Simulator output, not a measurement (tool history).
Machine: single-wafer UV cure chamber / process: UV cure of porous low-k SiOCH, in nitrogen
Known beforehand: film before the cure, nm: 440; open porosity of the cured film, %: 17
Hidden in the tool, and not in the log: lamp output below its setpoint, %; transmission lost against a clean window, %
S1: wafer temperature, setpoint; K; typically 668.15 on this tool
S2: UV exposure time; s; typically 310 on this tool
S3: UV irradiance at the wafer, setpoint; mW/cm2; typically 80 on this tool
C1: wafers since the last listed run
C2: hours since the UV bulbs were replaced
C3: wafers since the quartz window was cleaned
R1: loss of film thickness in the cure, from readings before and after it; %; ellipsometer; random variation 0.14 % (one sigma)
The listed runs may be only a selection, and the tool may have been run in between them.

Run 1, hour 0.0: usual settings; C1 0; C2 480.8; C3 536. Result: R1 10.950 %.
Run 2, hour 14.4: usual settings; C1 91; C2 495.2; C3 627. Result: R1 11.012 %.
Run 3, hour 29.2: usual settings; C1 94; C2 510.0; C3 722. Result: R1 10.956 %.
Run 4, hour 53.0: usual settings but S1 679.15 K; C1 151; C2 533.8; C3 873. Result: R1 10.956 %.
Run 5, hour 87.3: usual settings; C1 218; C2 568.1; C3 1092. Result: R1 10.869 %.
Run 6, hour 119.2: usual settings; C1 203; C2 600.0; C3 1295. Result: R1 10.740 %.
Run 7, hour 147.8: usual settings; C1 182; C2 628.6; C3 1477. Result: R1 10.214 %.
Run 8, hour 168.8: usual settings but S1 659.15 K; C1 133; C2 649.6; C3 1611. Result: R1 10.467 %.
Run 9, hour 197.6: usual settings but S3 72 mW/cm2; C1 183; C2 678.4; C3 1794. Result: R1 9.851 %.
At hour 232.2: quartz window cleaned.
Run 10, hour 232.7: usual settings but S3 72 mW/cm2; C1 172; C2 713.5; C3 3. Result: R1 10.754 %.
Run 11, hour 241.7: usual settings but S1 661.15 K; C1 57; C2 722.5; C3 60. Result: R1 10.865 %.
Run 12, hour 261.5: usual settings but S1 661.15 K; C1 126; C2 742.3; C3 186. Result: R1 10.756 %.
Run 13, hour 284.8: usual settings; C1 148; C2 765.6; C3 334. Result: R1 10.945 %.
Run 14, hour 316.3: usual settings; C1 200; C2 797.1; C3 535. Result: R1 10.725 %.
Run 15, hour 330.8: usual settings; C1 92; C2 811.6; C3 627. Result: R1 10.813 %.
Run 16, hour 357.7: usual settings; C1 171; C2 838.5; C3 799. Result: R1 10.819 %.
Run 17, hour 381.4: usual settings but S2 225 s, S3 111 mW/cm2; C1 150; C2 862.2; C3 950. Result: R1 10.836 %.
Run 18, hour 408.9: usual settings; C1 175; C2 889.7; C3 1125. Result: R1 10.756 %.
Run 19, hour 430.5: usual settings; C1 137; C2 911.3; C3 1262. Result: R1 10.735 %.
Run 20, hour 444.4: usual settings; C1 88; C2 925.2; C3 1351. Result: R1 10.413 %.
Run 21, hour 471.6: usual settings but S3 68 mW/cm2; C1 173; C2 952.4; C3 1524. Result: R1 9.787 %.
Run 22, hour 495.5: usual settings but S3 68 mW/cm2; C1 152; C2 976.3; C3 1676. Result: R1 9.878 %.
Run 23, hour 521.8: usual settings; C1 167; C2 1002.6; C3 1844. Result: R1 10.046 %.
Run 24, hour 538.1: usual settings but S1 678.15 K, S2 125 s; C1 103; C2 1018.9; C3 1948. Result: R1 6.528 %.
Run 25, hour 558.6: usual settings; C1 130; C2 1039.4; C3 2078. Result: R1 10.096 %.
Run 26, hour 584.5: usual settings but S1 659.15 K, S2 375 s; C1 164; C2 1065.3; C3 2243. Result: R1 10.626 %.
Run 27, hour 596.5: usual settings; C1 76; C2 1077.3; C3 2320. Result: R1 10.041 %.
At hour 610.6: quartz window cleaned.
Run 28, hour 695.4: usual settings but S1 649.15 K, S3 113 mW/cm2; C1 578; C2 1176.2; C3 540. Result: R1 12.106 %.
At hour 763.6: UV bulbs replaced.
Run 29, hour 764.1: usual settings; C1 386; C2 0.5; C3 926. Result: R1 10.681 %.
Run 30, hour 795.9: usual settings but S1 655.15 K, S2 245 s, S3 90 mW/cm2; C1 202; C2 32.3; C3 1129. Result: R1 9.638 %.
Run 31, hour 814.1: usual settings but S1 675.15 K, S2 480 s, S3 104 mW/cm2; C1 115; C2 50.5; C3 1245. Result: R1 13.791 %.
Run 32, hour 833.2: usual settings; C1 121; C2 69.6; C3 1367. Result: R1 10.514 %.
Run 33, hour 852.0: usual settings but S1 676.15 K; C1 119; C2 88.4; C3 1486. Result: R1 10.575 %.
Run 34, hour 868.5: usual settings but S1 659.15 K, S2 240 s, S3 60 mW/cm2; C1 105; C2 104.9; C3 1591. Result: R1 7.847 %.
Run 35, hour 888.8: usual settings but S2 265 s; C1 129; C2 125.2; C3 1721. Result: R1 9.461 %.
Run 36, hour 912.3: usual settings but S1 650.15 K, S2 465 s, S3 93 mW/cm2; C1 149; C2 148.7; C3 1870. Result: R1 12.082 %.
Run 37, hour 927.9: usual settings but S2 260 s; C1 99; C2 164.3; C3 1970. Result: R1 9.332 %.
At hour 947.8: quartz window cleaned.
Run 38, hour 948.3: usual settings; C1 78; C2 184.7; C3 3. Result: R1 11.060 %.
Run 39, hour 982.1: usual settings but S1 659.15 K, S2 430 s, S3 56 mW/cm2; C1 215; C2 218.5; C3 218. Result: R1 10.806 %.
Run 40, hour 1005.2: usual settings but S1 679.15 K, S3 54 mW/cm2; C1 147; C2 241.6; C3 365. Result: R1 9.753 %.
Run 41, hour 1024.2: usual settings; C1 121; C2 260.6; C3 486. Result: R1 10.856 %.
Run 42, hour 1039.2: usual settings but S1 678.15 K, S2 405 s; C1 95; C2 275.6; C3 582. Result: R1 12.536 %.
Run 43, hour 1070.7: usual settings but S1 682.15 K, S2 175 s, S3 109 mW/cm2; C1 200; C2 307.1; C3 782. Result: R1 9.862 %.
Run 44, hour 1102.5: usual settings; C1 202; C2 338.9; C3 985. Result: R1 10.868 %.
Run 45, hour 1128.0: usual settings but S1 655.15 K, S3 97 mW/cm2; C1 162; C2 364.4; C3 1147. Result: R1 11.522 %.

A few steps of R1 between consecutive runs. Split each: what settings, incoming material and random variation would produce without the hidden state, and what is left over for the hidden state, along with gauge scatter present in only one of the two compared results (measured, and without hidden state):
Run 9 -> 10: quartz window cleaned. R1 +0.903 %: hidden state +0.650, all else +0.253.
Run 23 -> 24: S1 668.15 -> 678.15, S2 310 -> 125. R1 -3.518 %: hidden state +0.062, all else -3.580.
Run 24 -> 25: S1 678.15 -> 668.15, S2 125 -> 310. R1 +3.568 %: hidden state -0.200, all else +3.768.
Run 27 -> 28: S1 668.15 -> 649.15, S3 80 -> 113, quartz window cleaned. R1 +2.065 %: hidden state +0.896, all else +1.169.
Run 30 -> 31: S1 655.15 -> 675.15, S2 245 -> 480, S3 90 -> 104. R1 +4.153 %: hidden state -0.129, all else +4.282.
Run 37 -> 38: S2 260 -> 310, quartz window cleaned. R1 +1.728 %: hidden state +1.042, all else +0.686.
